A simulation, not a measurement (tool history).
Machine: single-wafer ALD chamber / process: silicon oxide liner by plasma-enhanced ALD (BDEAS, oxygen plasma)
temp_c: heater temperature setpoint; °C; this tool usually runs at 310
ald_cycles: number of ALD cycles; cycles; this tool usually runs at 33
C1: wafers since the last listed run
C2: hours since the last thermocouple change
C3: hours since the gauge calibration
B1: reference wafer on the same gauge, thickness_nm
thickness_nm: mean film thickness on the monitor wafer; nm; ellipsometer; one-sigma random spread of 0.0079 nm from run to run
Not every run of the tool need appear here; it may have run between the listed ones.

Run 1, hour 0.0: usual settings; C1 0; C2 1961.9; C3 803.8; B1 2.796. Result: thickness_nm 3.204 nm.
Run 2, hour 71.4: usual settings but temp_c 317 °C; C1 649; C2 2033.3; C3 875.2; B1 2.797. Result: thickness_nm 3.146 nm.
Run 3, hour 116.9: usual settings; C1 414; C2 2078.8; C3 920.7; B1 2.802. Result: thickness_nm 3.188 nm.
Run 4, hour 172.4: usual settings but temp_c 318 °C; C1 505; C2 2134.3; C3 976.2; B1 2.806. Result: thickness_nm 3.152 nm.
Run 5, hour 223.4: usual settings; C1 464; C2 2185.3; C3 1027.2; B1 2.810. Result: thickness_nm 3.187 nm.
Run 6, hour 259.3: usual settings; C1 326; C2 2221.2; C3 1063.1; B1 2.812. Result: thickness_nm 3.198 nm.
Run 7, hour 304.0: usual settings; C1 406; C2 2265.9; C3 1107.8; B1 2.816. Result: thickness_nm 3.211 nm.
Run 8, hour 361.2: usual settings; C1 520; C2 2323.1; C3 1165.0; B1 2.821. Result: thickness_nm 3.208 nm.
Run 9, hour 394.2: usual settings; C1 300; C2 2356.1; C3 1198.0; B1 2.823. Result: thickness_nm 3.219 nm.
Run 10, hour 426.0: usual settings; C1 289; C2 2387.9; C3 1229.8; B1 2.824. Result: thickness_nm 3.233 nm.
Run 11, hour 466.3: usual settings; C1 366; C2 2428.2; C3 1270.1; B1 2.828. Result: thickness_nm 3.224 nm.
At hour 481.9: gauge calibrated.
Run 12, hour 494.3: usual settings; C1 254; C2 2456.2; C3 12.4; B1 2.780. Result: thickness_nm 3.165 nm.
Run 13, hour 551.3: usual settings but ald_cycles 34 cycles; C1 518; C2 2513.2; C3 69.4; B1 2.774. Result: thickness_nm 3.272 nm.
Run 14, hour 590.2: usual settings but temp_c 315 °C, ald_cycles 31 cycles; C1 354; C2 2552.1; C3 108.3; B1 2.776. Result: thickness_nm 2.950 nm.
Run 15, hour 659.6: usual settings but temp_c 316 °C, ald_cycles 35 cycles; C1 631; C2 2621.5; C3 177.7; B1 2.781. Result: thickness_nm 3.329 nm.
Run 16, hour 701.0: usual settings but temp_c 295 °C, ald_cycles 35 cycles; C1 376; C2 2662.9; C3 219.1; B1 2.780. Result: thickness_nm 3.498 nm.
Run 17, hour 755.1: usual settings; C1 492; C2 2717.0; C3 273.2; B1 2.780. Result: thickness_nm 3.160 nm.
At hour 782.4: thermocouple changed; heater temperature recalibrated.
Run 18, hour 816.3: usual settings but ald_cycles 27 cycles; C1 484; C2 33.9; C3 334.4; B1 2.782. Result: thickness_nm 2.588 nm.
Run 19, hour 880.3: usual settings but temp_c 318 °C, ald_cycles 31 cycles; C1 582; C2 97.9; C3 398.4; B1 2.781. Result: thickness_nm 2.944 nm.
Run 20, hour 910.0: usual settings; C1 270; C2 127.6; C3 428.1; B1 2.784. Result: thickness_nm 3.181 nm.
Run 21, hour 962.3: usual settings; C1 475; C2 179.9; C3 480.4; B1 2.783. Result: thickness_nm 3.170 nm.
Run 22, hour 1031.4: usual settings but temp_c 324 °C, ald_cycles 36 cycles; C1 628; C2 249.0; C3 549.5; B1 2.787. Result: thickness_nm 3.375 nm.
Run 23, hour 1078.1: usual settings but temp_c 304 °C; C1 425; C2 295.7; C3 596.2; B1 2.791. Result: thickness_nm 3.219 nm.
Run 24, hour 1138.5: usual settings but temp_c 321 °C, ald_cycles 27 cycles; C1 549; C2 356.1; C3 656.6; B1 2.790. Result: thickness_nm 2.558 nm.
Run 25, hour 1173.5: usual settings but temp_c 321 °C, ald_cycles 35 cycles; C1 318; C2 391.1; C3 691.6; B1 2.793. Result: thickness_nm 3.320 nm.
Run 26, hour 1210.0: usual settings but ald_cycles 38 cycles; C1 332; C2 427.6; C3 728.1; B1 2.798. Result: thickness_nm 3.676 nm.
Run 27, hour 1238.2: usual settings but temp_c 301 °C, ald_cycles 27 cycles; C1 256; C2 455.8; C3 756.3; B1 2.798. Result: thickness_nm 2.647 nm.

Results for each run, recomputed without the tool's hidden state and with each run's random variation untouched:
The tool's hidden condition here consists of: wafer temperature above the value expected at the setpoint (K); gauge reads high (%).
run  thickness_nm
  1         3.175
  2         3.113
  3         3.151
  4         3.111
  5         3.142
  6         3.150
  7         3.160
  8         3.152
  9         3.160
 10         3.170
 11         3.158
 12         3.156
 13         3.262
 14         2.941
 15         3.318
 16         3.486
 17         3.148
 18         2.577
 19         2.930
 20         3.165
 21         3.153
 22         3.353
 23         3.196
 24         2.537
 25         3.292
 26         3.642
 27         2.621
